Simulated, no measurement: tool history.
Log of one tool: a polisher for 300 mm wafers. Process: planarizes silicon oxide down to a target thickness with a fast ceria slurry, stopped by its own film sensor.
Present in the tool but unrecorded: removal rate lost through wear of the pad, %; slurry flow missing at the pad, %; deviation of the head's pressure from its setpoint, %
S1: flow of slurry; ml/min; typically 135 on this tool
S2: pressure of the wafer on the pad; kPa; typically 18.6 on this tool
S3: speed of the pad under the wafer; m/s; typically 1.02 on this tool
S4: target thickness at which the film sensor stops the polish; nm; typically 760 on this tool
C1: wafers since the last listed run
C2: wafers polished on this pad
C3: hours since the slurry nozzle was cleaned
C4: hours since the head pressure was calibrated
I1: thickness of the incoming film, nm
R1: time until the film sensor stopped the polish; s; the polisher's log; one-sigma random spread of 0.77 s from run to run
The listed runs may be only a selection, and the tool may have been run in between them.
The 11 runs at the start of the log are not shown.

| run | hour | S1 | S2 | S3 | S4 | C1 | C2 | C3 | C4 | I1 | R1 |
|---|---|---|---|---|---|---|---|---|---|---|---|
| 12 | 799.3 | 135 | 18.6 | 1.02 | 760 | 950 | 6594 | 539.7 | 327.3 | 1661.2 | 55.4 |
|  | 839.8 | worn pad replaced by a new one |
| 13 | 840.2 | 135 | 18.6 | 1.02 | 760 | 395 | 4 | 580.6 | 368.2 | 1669.8 | 55.7 |
| 14 | 907.1 | 90 | 24.1 | 1.28 | 760 | 716 | 720 | 647.5 | 435.1 | 1652.4 | 39.6 |
|  | 1003.9 | slurry nozzle cleaned |
| 15 | 1008.5 | 135 | 18.6 | 0.86 | 760 | 1075 | 1795 | 4.6 | 536.5 | 1606.9 | 59.9 |
| 16 | 1061.2 | 135 | 21.4 | 0.82 | 839 | 564 | 2359 | 57.3 | 589.2 | 1658.8 | 55.9 |
|  | 1100.7 | head pressure recalibrated |
| 17 | 1106.6 | 135 | 18.6 | 1.02 | 760 | 464 | 2824 | 102.7 | 5.9 | 1649.9 | 55.0 |
| 18 | 1210.0 | 135 | 18.6 | 1.02 | 760 | 1107 | 3931 | 206.1 | 109.3 | 1647.1 | 54.8 |
| 19 | 1299.0 | 135 | 18.6 | 1.02 | 760 | 953 | 4885 | 295.1 | 198.3 | 1632.6 | 54.2 |
| 20 | 1341.9 | 125 | 18.6 | 0.70 | 886 | 459 | 5344 | 338.0 | 241.2 | 1625.7 | 66.9 |
| 21 | 1447.2 | 135 | 18.6 | 1.02 | 876 | 1127 | 6471 | 443.3 | 346.5 | 1634.1 | 47.7 |
| 22 | 1504.6 | 135 | 18.6 | 1.02 | 760 | 614 | 7086 | 500.7 | 403.9 | 1661.6 | 58.1 |
|  | 1526.1 | worn pad replaced by a new one |
| 23 | 1599.6 | 135 | 23.4 | 1.02 | 875 | 974 | 786 | 595.7 | 498.9 | 1655.2 | 38.2 |
|  | 1623.3 | slurry nozzle cleaned |
| 24 | 1667.0 | 135 | 18.6 | 1.34 | 760 | 711 | 1497 | 43.7 | 566.3 | 1633.1 | 40.9 |
| 25 | 1714.8 | 135 | 18.6 | 1.02 | 760 | 511 | 2009 | 91.5 | 614.1 | 1634.5 | 51.6 |
| 26 | 1752.0 | 135 | 18.6 | 1.02 | 760 | 398 | 2407 | 128.7 | 651.3 | 1610.9 | 52.7 |
|  | 1784.4 | head pressure recalibrated |
| 27 | 1914.1 | 135 | 18.6 | 1.02 | 760 | 1714 | 4122 | 290.8 | 129.7 | 1613.0 | 52.7 |
| 28 | 1995.9 | 150 | 13.1 | 0.78 | 975 | 875 | 4998 | 372.6 | 211.5 | 1658.3 | 72.4 |
| 29 | 2080.6 | 135 | 16.5 | 1.02 | 760 | 906 | 5905 | 457.3 | 296.2 | 1635.2 | 61.7 |
| 30 | 2126.5 | 135 | 18.6 | 1.02 | 760 | 491 | 6396 | 503.2 | 342.1 | 1609.2 | 54.5 |
|  | 2155.2 | worn pad replaced by a new one |
| 31 | 2193.8 | 135 | 18.6 | 1.02 | 1046 | 677 | 413 | 570.5 | 409.4 | 1630.0 | 35.0 |
|  | 2205.3 | slurry nozzle cleaned |
| 32 | 2262.9 | 135 | 18.6 | 0.86 | 538 | 729 | 1142 | 57.6 | 478.5 | 1647.3 | 80.0 |
| 33 | 2303.5 | 135 | 13.8 | 1.02 | 760 | 434 | 1576 | 98.2 | 519.1 | 1612.9 | 67.5 |
| 34 | 2372.5 | 120 | 23.4 | 1.02 | 760 | 738 | 2315 | 167.2 | 588.1 | 1635.2 | 46.0 |
|  | 2426.9 | head pressure recalibrated |
| 35 | 2429.5 | 115 | 18.6 | 1.02 | 972 | 588 | 2904 | 224.2 | 2.6 | 1651.9 | 44.6 |
| 36 | 2525.8 | 170 | 18.6 | 1.12 | 541 | 1031 | 3936 | 320.5 | 98.9 | 1665.0 | 60.3 |

Below are 4 alternative next runs, each starting from the tool's condition after run 36. Predict each:
| A | 2526.2 | 135 | 18.6 | 1.02 | 760 | 4 | 3940 | 320.9 | 99.3 | 1634.9 | ? |
| B | 2526.2 | 95 | 16.5 | 1.34 | 854 | 4 | 3940 | 320.9 | 99.3 | 1634.9 | ? |
| C | 2526.2 | 135 | 18.6 | 0.84 | 760 | 4 | 3940 | 320.9 | 99.3 | 1634.9 | ? |
| D | 2526.2 | 135 | 18.6 | 1.02 | 868 | 4 | 3940 | 320.9 | 99.3 | 1634.9 | ? |

| run | R1 |
|---|---|
| A | 54.7 |
| B | 45.1 |
| C | 65.8 |
| D | 48.0 |
What these runs would have given with no unlogged condition in the tool:
| run | R1 |
|---|---|
| A | 52.6 |
| B | 43.3 |
| C | 63.2 |
| D | 46.1 |
